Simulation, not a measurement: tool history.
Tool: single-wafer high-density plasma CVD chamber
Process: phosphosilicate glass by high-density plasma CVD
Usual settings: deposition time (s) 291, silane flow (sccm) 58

run     day  deposition time (s)  silane flow (sccm)  read-back reference wafer on the same gauge, thickness_nm  mean film thickness on the monitor wafer (Å)
  1   0.000                  291                  53                                                   2089.349                                      17047.40
  2   3.325                  291                  53                                                   2089.036                                      17037.52
  3  12.458                  291                  53                                                   2091.059                                      16990.18
  4  14.008                  291                  62                                                   2089.410                                      19408.05
  5  16.442                  291                  62                                                   2088.010                                      19461.39
  6  20.875                  291                  62                                                   2091.768                                      19509.41
  7  24.842                  291                  64                                                   2090.089                                      20017.97
  8  29.204                  291                  64                                                   2090.439                                      20016.08
  9  31.108                  291                  64                                                   2090.934                                      20081.53
 10  32.762                  291                  58                                                   2090.201                                      18359.74
 11  35.908                  275                  58                                                   2090.105                                      17445.25
 12  39.838                  275                  58                                                   2089.885                                      17495.03
 13  43.400                  275                  58                                                   2089.614                                      17497.60
 14  46.425                  291                  58                                                   2089.601                                      18521.67
 15  48.942                  291                  58                                                   2089.383                                      18470.56
 16  53.192                  254                  58                                                   2090.266                                      16184.18
 17  54.696                  254                  58                                                   2090.400                                      16148.59
 18  57.588                  254                  58                                                   2089.429                                      16210.27
 19  61.904                  251                  58                                                   2090.525                                      16060.49
 20  63.825                  251                  58                                                   2090.117                                      16002.50
     64.404  -- silane flow controller replaced
 21  66.558                  251                  58                                                   2090.214                                      15682.02
 22  70.500                  249                  62                                                   2091.093                                      16436.89
 23  72.204                  291                  58                                                   2089.615                                      18254.70
 24  76.221                  258                  65                                                   2091.310                                      17797.68
 25  79.683                  291                  58                                                   2090.851                                      18196.34
 26  83.875                  291                  58                                                   2090.286                                      18203.27
 27  87.417                  319                  54                                                   2091.294                                      18703.11

Estimate the outcome of run 28 from the log above:
 28  91.300                  329                  50                                                          ?                                             ?

read-back reference wafer on the same gauge, thickness_nm: 2090.519
mean film thickness on the monitor wafer (Å): 18143.33
With the hidden condition absent and the run-to-run variation left alone, this run would have shown mean film thickness on the monitor wafer (Å) 18185.14.
